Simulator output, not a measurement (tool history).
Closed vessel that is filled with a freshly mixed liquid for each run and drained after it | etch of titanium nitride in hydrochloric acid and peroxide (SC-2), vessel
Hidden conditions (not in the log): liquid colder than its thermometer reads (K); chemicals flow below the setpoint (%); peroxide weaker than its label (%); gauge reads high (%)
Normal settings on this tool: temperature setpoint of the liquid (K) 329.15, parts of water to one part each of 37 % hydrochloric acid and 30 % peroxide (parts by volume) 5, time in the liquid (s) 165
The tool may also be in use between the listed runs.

run,day,temperature setpoint of the liquid (K),parts of water to one part each of 37 % hydrochloric acid and 30 % peroxide (parts by volume),time in the liquid (s),wafers since the last listed run,hours since the thermometer was replaced,hours since the chemicals flow meter was replaced,hours since the drum of peroxide was connected,hours since the gauge calibration,"read-back film thickness of the titanium nitride reference wafer, read on the same gauge (nm)",thickness taken off the titanium nitride on a monitor wafer (angstrom)
1,0.000,329.15,5,165,0,1532.6,537.9,1042.3,193.3,89.99,95.2
2,1.296,329.15,5,165,3685,1563.7,569.0,1073.4,224.4,90.00,96.7
3,2.029,329.15,5,165,2085,1581.3,586.6,1091.0,242.0,89.99,96.4
4,2.600,329.15,5,165,1623,1595.0,600.3,1104.7,255.7,90.00,97.4
5,3.204,329.15,5,205,1718,1609.5,614.8,1119.2,270.2,89.99,119.7
6,3.488,329.15,5,205,805,1616.3,621.6,1126.0,277.0,90.00,119.4
7,4.179,329.15,5,205,1967,1632.9,638.2,1142.6,293.6,90.01,118.4
8,4.471,329.15,5,165,829,1639.9,645.2,1149.6,300.6,90.02,95.6
9,5.217,329.15,5,165,2121,1657.8,663.1,1167.5,318.5,90.00,95.9
10,6.529,329.15,5,165,3733,1689.3,694.6,1199.0,350.0,90.00,95.4
11,6.850,329.15,5,165,912,1697.0,702.3,1206.7,357.7,89.97,95.3
12,7.125,329.15,5,165,782,1703.6,708.9,1213.3,364.3,90.00,94.6
13,7.862,323.15,5,165,2097,1721.3,726.6,1231.0,382.0,89.98,65.2
14,8.446,323.15,5,165,1659,1735.3,740.6,1245.0,396.0,89.98,64.5
15,8.896,333.65,5,65,1279,1746.1,751.4,1255.8,406.8,89.99,49.8
# day 9.521: gauge calibrated
16,9.579,329.15,7,165,1943,1762.5,767.8,1272.2,1.4,90.02,73.6
# day 9.662: thermometer replaced
17,10.117,320.15,4,200,1410,10.9,780.7,1285.1,14.3,90.00,74.3
18,10.554,329.15,5,205,1244,21.4,791.2,1295.6,24.8,90.01,117.7
19,11.025,329.15,4,165,1339,32.7,802.5,1306.9,36.1,90.02,110.3
20,11.488,332.15,4,210,1315,43.8,813.6,1318.0,47.2,89.98,170.4
# day 12.338: new drum of peroxide connected
# day 12.417: chemicals flow meter replaced
21,13.642,329.15,6,200,5890,95.5,29.4,31.3,98.9,90.01,109.7
22,13.946,329.15,5,130,865,102.8,36.7,38.6,106.2,90.03,80.9
23,14.233,329.15,5,165,817,109.7,43.6,45.5,113.1,90.01,102.7
24,14.817,331.65,5,85,1659,123.7,57.6,59.5,127.1,90.03,61.5
25,15.279,332.15,7,250,1315,134.8,68.7,70.6,138.2,90.02,146.5
26,15.767,335.15,6,195,1386,146.5,80.4,82.3,149.9,89.97,155.0
27,16.129,329.15,5,165,1031,155.2,89.1,91.0,158.6,90.00,102.5
28,16.688,329.15,5,120,1588,168.6,102.5,104.4,172.0,90.01,74.3

Run-by-run hidden state of the tool:
liquid colder than its thermometer reads (K): 0, the same for each run
chemicals flow below the setpoint (%): 0, the same for each run
gauge reads high (%): 0, the same for each run
H1: peroxide weaker than its label (%)
run,H1
1,7.67
2,7.87
3,7.98
4,8.07
5,8.16
6,8.21
7,8.31
8,8.36
9,8.47
10,8.68
11,8.72
12,8.77
13,8.88
14,8.97
15,9.04
16,9.14
17,9.23
18,9.29
19,9.37
20,9.44
21,0.662
22,0.708
23,0.753
24,0.842
25,0.913
26,0.988
27,1.04
28,1.13

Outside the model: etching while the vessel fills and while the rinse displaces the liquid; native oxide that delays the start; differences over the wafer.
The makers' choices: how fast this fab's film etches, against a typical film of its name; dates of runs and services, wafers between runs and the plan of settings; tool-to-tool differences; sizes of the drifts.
